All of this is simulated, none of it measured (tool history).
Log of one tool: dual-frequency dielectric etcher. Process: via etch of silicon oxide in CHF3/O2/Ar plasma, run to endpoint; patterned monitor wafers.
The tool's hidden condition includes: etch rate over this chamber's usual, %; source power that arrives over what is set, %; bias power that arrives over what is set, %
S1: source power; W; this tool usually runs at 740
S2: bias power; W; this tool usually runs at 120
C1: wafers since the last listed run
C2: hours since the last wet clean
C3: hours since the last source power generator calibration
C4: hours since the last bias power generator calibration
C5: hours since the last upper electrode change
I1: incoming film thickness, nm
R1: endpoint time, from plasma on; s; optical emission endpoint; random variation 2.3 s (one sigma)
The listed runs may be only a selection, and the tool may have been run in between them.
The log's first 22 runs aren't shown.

Run 23, hour 379.8: usual settings; C1 51; C2 173.7; C3 132.9; C4 22.5; C5 181.3; I1 756.6. Result: R1 388.6 s.
Run 24, hour 393.7: usual settings; C1 80; C2 187.6; C3 146.8; C4 36.4; C5 195.2; I1 766.2. Result: R1 393.3 s.
Run 25, hour 403.1: usual settings but S1 690 W, S2 91 W; C1 54; C2 197; C3 156.2; C4 45.8; C5 204.6; I1 757. Result: R1 424.8 s.
Run 26, hour 417.6: usual settings but S2 143 W; C1 83; C2 211.5; C3 170.7; C4 60.3; C5 219.1; I1 762.1. Result: R1 380.5 s.
Run 27, hour 435.4: usual settings but S2 105 W; C1 102; C2 229.3; C3 188.5; C4 78.1; C5 236.9; I1 761.3. Result: R1 401.8 s.
Run 28, hour 443.1: usual settings but S1 610 W; C1 44; C2 237; C3 196.2; C4 85.8; C5 244.6; I1 760.4. Result: R1 426.8 s.
Run 29, hour 451.8: usual settings; C1 50; C2 245.7; C3 204.9; C4 94.5; C5 253.3; I1 755.4. Result: R1 386.8 s.
Run 30, hour 459.2: usual settings but S1 830 W, S2 90 W; C1 42; C2 253.1; C3 212.3; C4 101.9; C5 260.7; I1 767.2. Result: R1 399.9 s.
Run 31, hour 472.2: usual settings but S2 108 W; C1 75; C2 266.1; C3 225.3; C4 114.9; C5 273.7; I1 760.9. Result: R1 400 s.
Run 32, hour 482.8: usual settings; C1 61; C2 276.7; C3 235.9; C4 125.5; C5 284.3; I1 763.5. Result: R1 391.5 s.
Run 33, hour 490.5: usual settings but S2 141 W; C1 44; C2 284.4; C3 243.6; C4 133.2; C5 292; I1 757.1. Result: R1 373.7 s.
Run 34, hour 500.6: usual settings but S1 820 W; C1 58; C2 294.5; C3 253.7; C4 143.3; C5 302.1; I1 757.7. Result: R1 374.1 s.
Run 35, hour 514.2: usual settings; C1 78; C2 308.1; C3 267.3; C4 156.9; C5 315.7; I1 760.7. Result: R1 391.6 s.

Here are 4 independent what-if runs from the current tool condition. What would each one return?
Run A, hour 514.7: usual settings but S1 890 W; C1 2; C2 308.6; C3 267.8; C4 157.4; C5 316.2; I1 770.7. Result: R1 ?.
Run B, hour 514.7: usual settings but S1 890 W, S2 144 W; C1 2; C2 308.6; C3 267.8; C4 157.4; C5 316.2; I1 770.7. Result: R1 ?.
Run C, hour 514.7: usual settings but S1 560 W, S2 129 W; C1 2; C2 308.6; C3 267.8; C4 157.4; C5 316.2; I1 770.7. Result: R1 ?.
Run D, hour 514.7: usual settings but S1 840 W, S2 131 W; C1 2; C2 308.6; C3 267.8; C4 157.4; C5 316.2; I1 770.7. Result: R1 ?.

run     R1
  A  364.5
  B  350.2
  C  434.7
  D  366.3
With no hidden state in the tool, these same runs would have given:
run     R1
  A  373.3
  B  358.7
  C  445.2
  D  375.2
